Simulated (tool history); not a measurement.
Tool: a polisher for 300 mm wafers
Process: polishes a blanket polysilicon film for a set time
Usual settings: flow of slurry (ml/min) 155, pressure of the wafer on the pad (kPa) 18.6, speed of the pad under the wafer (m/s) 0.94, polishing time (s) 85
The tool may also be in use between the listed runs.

run,hour,flow of slurry (ml/min),pressure of the wafer on the pad (kPa),speed of the pad under the wafer (m/s),polishing time (s),"incoming thickness of the incoming film, nm",film removed (Å)
1,0,155,18.6,0.94,85,2253.9,6073
2,93.8,155,18.6,0.94,85,2265.6,5992
# hour 108: worn pad replaced by a new one
3,205.5,155,18.6,1.04,85,2281.6,6608
4,302.2,155,18.6,1.04,85,2262.6,6632
5,343.3,155,18.6,1.04,85,2263.4,6586
6,470.8,155,18.6,0.94,85,2267.1,5942
7,577.4,155,18.6,0.94,85,2272.8,5859
# hour 629.4: slurry nozzle cleaned
8,655.4,155,18.6,0.94,85,2282.3,5604
# hour 717: worn pad replaced by a new one
9,720.5,155,18.6,0.94,85,2230.2,5470
# hour 764.7: head pressure recalibrated
10,814.1,155,18.6,0.94,85,2291,5380
11,903.5,155,18.6,0.94,85,2292.4,5340
12,946.3,155,18.6,0.94,85,2291.2,5226
13,1039.9,155,18.6,0.94,85,2266.3,5179
# hour 1201.8: slurry nozzle cleaned, repeated, since the last time left the tool worse
14,1271.1,155,18.6,0.94,85,2297.8,6158
# hour 1303.4: worn pad replaced by a new one
15,1325.8,155,18.6,0.94,85,2275.1,6089
16,1407,155,18.6,0.94,85,2299.7,6106
17,1478.2,155,18.6,0.94,93,2227.1,6626
18,1556.6,180,13.8,1.18,85,2246.4,5766
# hour 1605.1: head pressure recalibrated
19,1632.4,155,18.6,0.94,85,2292.4,5964
20,1705.2,155,23.4,0.94,65,2297.6,5659
21,1777.2,155,18.6,1.06,59,2253.4,4676
# hour 1856.5: worn pad replaced by a new one
22,1884.3,155,18.6,1.04,85,2260.7,6476
# hour 1931.7: slurry nozzle cleaned
23,1986.4,155,18.6,0.94,85,2287.5,6111
24,2171.1,200,18.6,0.8,85,2275.5,5259
25,2211.5,130,23.4,0.94,85,2284.2,7216
26,2284.4,130,18.6,0.64,85,2302.2,3943
# hour 2339.4: worn pad replaced by a new one
27,2354.7,155,18.6,0.94,85,2246.2,5917
28,2430.2,130,22.8,0.94,72,2290,5927
29,2510.9,155,18.6,0.94,85,2300.6,5766
30,2549.6,155,13.1,0.94,85,2253.4,4086
# hour 2595.9: head pressure recalibrated
31,2614.1,155,18.6,1.16,85,2284.2,7070
32,2711.4,205,20.7,1.06,64,2270.4,5863
# hour 2743.2: slurry nozzle cleaned
33,2772.7,155,18.6,0.94,85,2280.3,6091
34,2819.7,195,15.2,1.16,98,2252.1,7402

The same runs without the tool's hidden state, with the same run-to-run variation:
The hidden state here: removal rate lost through wear of the pad, %; slurry flow missing at the pad, %; deviation of the head's pressure from its setpoint, %.
run,film removed (Å)
1,6188
2,6146
3,6816
4,6864
5,6824
6,6174
7,6095
8,6209
9,6173
10,6210
11,6269
12,6177
13,6195
14,6211
15,6176
16,6236
17,6799
18,5916
19,6164
20,5861
21,4852
22,6731
23,6204
24,5396
25,7533
26,4137
27,6180
28,6262
29,6051
30,4292
31,7434
32,6096
33,6156
34,7499
